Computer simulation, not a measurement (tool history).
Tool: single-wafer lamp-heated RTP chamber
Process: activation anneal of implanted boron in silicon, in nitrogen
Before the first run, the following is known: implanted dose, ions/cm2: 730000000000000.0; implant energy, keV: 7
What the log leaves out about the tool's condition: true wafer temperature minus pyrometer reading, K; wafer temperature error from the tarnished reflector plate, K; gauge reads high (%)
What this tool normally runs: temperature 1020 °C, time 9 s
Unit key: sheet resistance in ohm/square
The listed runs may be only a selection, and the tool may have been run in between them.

run   hour  temperature  time  wafers since the last listed run  wafers since the last pyrometer calibration  wafers since the reflector plate was cleaned  hours since the gauge calibration  read-back reference wafer on the same gauge, sheet resistance  sheet resistance
  1    0.0         1011     9                                 0                                         5566                                         11306                               55.7                                                         166.97            173.35
  2   16.7         1011     9                               333                                         5900                                         11639                               72.4                                                         166.96            172.66
  3   33.2         1011     9                               329                                         6229                                         11968                               88.9                                                         166.93            172.91
  4   41.6         1020     9                               167                                         6397                                         12136                               97.3                                                         166.98            170.64
  5   50.5         1020     9                               177                                         6574                                         12314                              106.2                                                         166.96            171.00
  6   63.3         1020     9                               255                                         6830                                         12569                              119.0                                                         167.00            170.74
      74.7  -- gauge calibrated
  7   77.6         1020     9                               285                                         7115                                         12855                                2.9                                                         166.95            171.06
  8   94.6         1020     9                               339                                         7454                                         13194                               19.9                                                         166.97            170.85
  9  111.2         1020     9                               331                                         7786                                         13525                               36.5                                                         166.99            170.32
 10  125.5         1028    13                               285                                         8071                                         13810                               50.8                                                         166.97            167.59
 11  137.8         1020     9                               245                                         8317                                         14056                               63.1                                                         166.94            171.03
 12  151.4         1020    14                               271                                         8588                                         14327                               76.7                                                         166.98            168.21
     162.8  -- pyrometer window cleaned and pyrometer calibrated
     163.3  -- reflector plate cleaned
 13  163.8         1001     5                                76                                            9                                             9                               89.1                                                         166.98            182.25
 14  170.1         1031     9                               125                                          135                                           135                               95.4                                                         167.07            170.63
 15  184.4         1010     7                               285                                          420                                           420                              109.7                                                         167.03            176.98
     196.7  -- gauge calibrated
 16  199.6         1001     5                               303                                          723                                           723                                2.9                                                         166.97            181.40
 17  209.4         1009     7                               195                                          919                                           919                               12.7                                                         167.02            176.52
 18  215.5         1037    12                               121                                         1041                                          1041                               18.8                                                         167.03            167.83
 19  259.5         1020    12                               878                                         1919                                          1919                               62.8                                                         166.98            171.17

Here are 5 independent what-if runs from the current tool condition. What would each one return?
  A  259.9          991     9                                 7                                         1927                                          1927                               63.2                                                              ?                 ?
  B  259.9         1006    14                                 7                                         1927                                          1927                               63.2                                                              ?                 ?
  C  259.9          999     9                                 7                                         1927                                          1927                               63.2                                                              ?                 ?
  D  259.9         1005     9                                 7                                         1927                                          1927                               63.2                                                              ?                 ?
  E  259.9         1040    11                                 7                                         1927                                          1927                               63.2                                                              ?                 ?

run  read-back reference wafer on the same gauge, sheet resistance  sheet resistance
  A                                                         166.96            181.83
  B                                                         166.96            173.46
  C                                                         166.96            178.17
  D                                                         166.96            176.08
  E                                                         166.96            167.73
With the hidden condition removed and each run's random variation left untouched, the same runs would have given:
run  sheet resistance
  A            184.28
  B            174.67
  C            179.96
  D            177.50
  E            168.44
